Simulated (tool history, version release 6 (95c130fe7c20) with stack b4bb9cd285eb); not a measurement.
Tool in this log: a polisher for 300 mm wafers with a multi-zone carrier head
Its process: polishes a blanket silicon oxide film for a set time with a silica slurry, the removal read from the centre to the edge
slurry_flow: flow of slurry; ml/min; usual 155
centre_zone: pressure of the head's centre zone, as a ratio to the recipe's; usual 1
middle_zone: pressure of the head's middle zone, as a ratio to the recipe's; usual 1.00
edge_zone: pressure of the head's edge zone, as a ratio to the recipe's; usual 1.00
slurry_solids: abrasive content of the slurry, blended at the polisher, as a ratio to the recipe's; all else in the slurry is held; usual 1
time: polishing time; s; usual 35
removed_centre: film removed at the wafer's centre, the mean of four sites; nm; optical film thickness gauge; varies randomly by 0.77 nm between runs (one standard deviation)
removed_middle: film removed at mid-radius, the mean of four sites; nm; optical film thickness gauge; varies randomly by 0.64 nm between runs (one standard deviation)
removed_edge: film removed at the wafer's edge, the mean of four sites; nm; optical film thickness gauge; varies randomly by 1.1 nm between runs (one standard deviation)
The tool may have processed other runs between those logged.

run	hour	slurry_flow	centre_zone	middle_zone	edge_zone	slurry_solids	time	incoming thickness of the incoming film, nm	removed_centre	removed_middle	removed_edge
1	0.0	195	1	1.00	1.00	1	35	1569.2	86.8	86.5	86.3
2	50.8	195	1	1.00	1.00	1	35	1560.8	85.7	85.6	87.2
3	67.8	195	1	1.00	1.00	1	35	1531.4	84.5	87.3	86.5
# hour 78.3: worn pad replaced by a new one, of another model than before
4	80.0	180	1	1.00	1.00	1	35	1547.9	85.3	86.8	87.0
# hour 83.6: edge zone pressure recalibrated
5	89.1	155	1	1.00	1.00	1	35	1565.0	82.1	84.2	84.1
6	100.6	155	1	0.93	1.00	1	35	1552.7	82.6	79.5	84.1
7	118.3	155	1	1.08	1.00	1	35	1538.5	81.8	90.2	84.1
8	127.9	155	1	1.00	1.00	1	35	1546.2	82.8	84.6	86.4
# hour 133.8: centre zone pressure recalibrated
9	141.1	155	1	1.00	1.00	1	35	1516.2	83.4	84.0	85.8

For run 10, what comes out?
10	151.1	175	1	1.00	1.06	1	35	1540.8	?	?	?

Run 10 came out at removed_centre 85.1 nm, removed_middle 85.0 nm, removed_edge 87.9 nm.
Minus the tool's unlogged condition, the same run would have read removed_centre 89.8 nm, removed_middle 89.2 nm, removed_edge 91.0 nm.

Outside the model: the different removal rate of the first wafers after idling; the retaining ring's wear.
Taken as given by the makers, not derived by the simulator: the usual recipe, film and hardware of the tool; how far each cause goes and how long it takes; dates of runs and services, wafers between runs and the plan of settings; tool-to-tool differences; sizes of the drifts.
